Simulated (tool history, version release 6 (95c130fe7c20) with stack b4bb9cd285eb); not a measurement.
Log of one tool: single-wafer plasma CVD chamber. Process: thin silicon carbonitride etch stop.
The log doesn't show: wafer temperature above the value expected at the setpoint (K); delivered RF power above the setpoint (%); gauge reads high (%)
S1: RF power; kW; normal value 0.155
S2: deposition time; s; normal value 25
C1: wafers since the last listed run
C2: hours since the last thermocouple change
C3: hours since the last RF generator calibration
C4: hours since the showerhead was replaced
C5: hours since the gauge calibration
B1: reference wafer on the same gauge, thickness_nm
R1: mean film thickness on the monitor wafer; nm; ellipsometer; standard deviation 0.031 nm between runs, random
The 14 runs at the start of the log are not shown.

run	hour	S1	S2	C1	C2	C3	C4	C5	B1	R1
15	305.4	0.145	25	569	62.8	2558.9	40.8	879.6	14.205	12.87
16	340.6	0.155	25	876	98	2594.1	76	914.8	14.194	13.083
17	358.4	0.155	25	443	115.8	2611.9	93.8	932.6	14.19	13.136
18	387.6	0.155	23.1	726	145	2641.1	123	961.8	14.203	12.076
19	412.4	0.155	28.1	617	169.8	2665.9	147.8	986.6	14.196	14.694
20	431	0.18	25	462	188.4	2684.5	166.4	1005.2	14.202	13.599
# hour 449.1: RF generator calibrated
21	466.1	0.155	25	674	223.5	17	201.5	1040.3	14.195	13.414
# hour 501.1: gauge calibrated
22	542.5	0.13	23.7	1901	299.9	93.4	277.9	41.4	14.194	12.126
23	565.4	0.155	25	569	322.8	116.3	300.8	64.3	14.208	13.454
24	584.1	0.155	25	465	341.5	135	319.5	83	14.21	13.404
25	603.1	0.155	25	472	360.5	154	338.5	102	14.2	13.393
26	633.6	0.125	22.3	759	391	184.5	369	132.5	14.189	11.32
27	739.7	0.185	25	2640	497.1	290.6	475.1	238.6	14.208	14.1
28	842.7	0.155	25	2563	600.1	393.6	578.1	341.6	14.191	13.413
29	876.1	0.14	28.9	831	633.5	427	611.5	375	14.2	14.994
30	896.7	0.155	27	512	654.1	447.6	632.1	395.6	14.187	14.463
31	916.3	0.14	21.2	487	673.7	467.2	651.7	415.2	14.203	11.044
32	929.4	0.125	22	326	686.8	480.3	664.8	428.3	14.2	11.137
33	958.7	0.125	20.2	729	716.1	509.6	694.1	457.6	14.196	10.205
34	985.4	0.155	25	664	742.8	536.3	720.8	484.3	14.189	13.49
35	1006.6	0.17	26.6	527	764	557.5	742	505.5	14.205	14.595

Consider 4 possible next runs. They are alternatives, not a sequence: every one starts from the tool as it was left by run 35. What does each give?
A	1007	0.155	25	9	764.4	557.9	742.4	505.9	?	?
B	1007	0.165	29.1	9	764.4	557.9	742.4	505.9	?	?
C	1007	0.165	25	9	764.4	557.9	742.4	505.9	?	?
D	1007	0.14	20.4	9	764.4	557.9	742.4	505.9	?	?

run	B1	R1
A	14.204	13.421
B	14.204	15.896
C	14.204	13.656
D	14.204	10.649
Take away the tool's hidden state, keep each run's random variation, and the runs would have read:
run	R1
A	13.477
B	15.962
C	13.713
D	10.693

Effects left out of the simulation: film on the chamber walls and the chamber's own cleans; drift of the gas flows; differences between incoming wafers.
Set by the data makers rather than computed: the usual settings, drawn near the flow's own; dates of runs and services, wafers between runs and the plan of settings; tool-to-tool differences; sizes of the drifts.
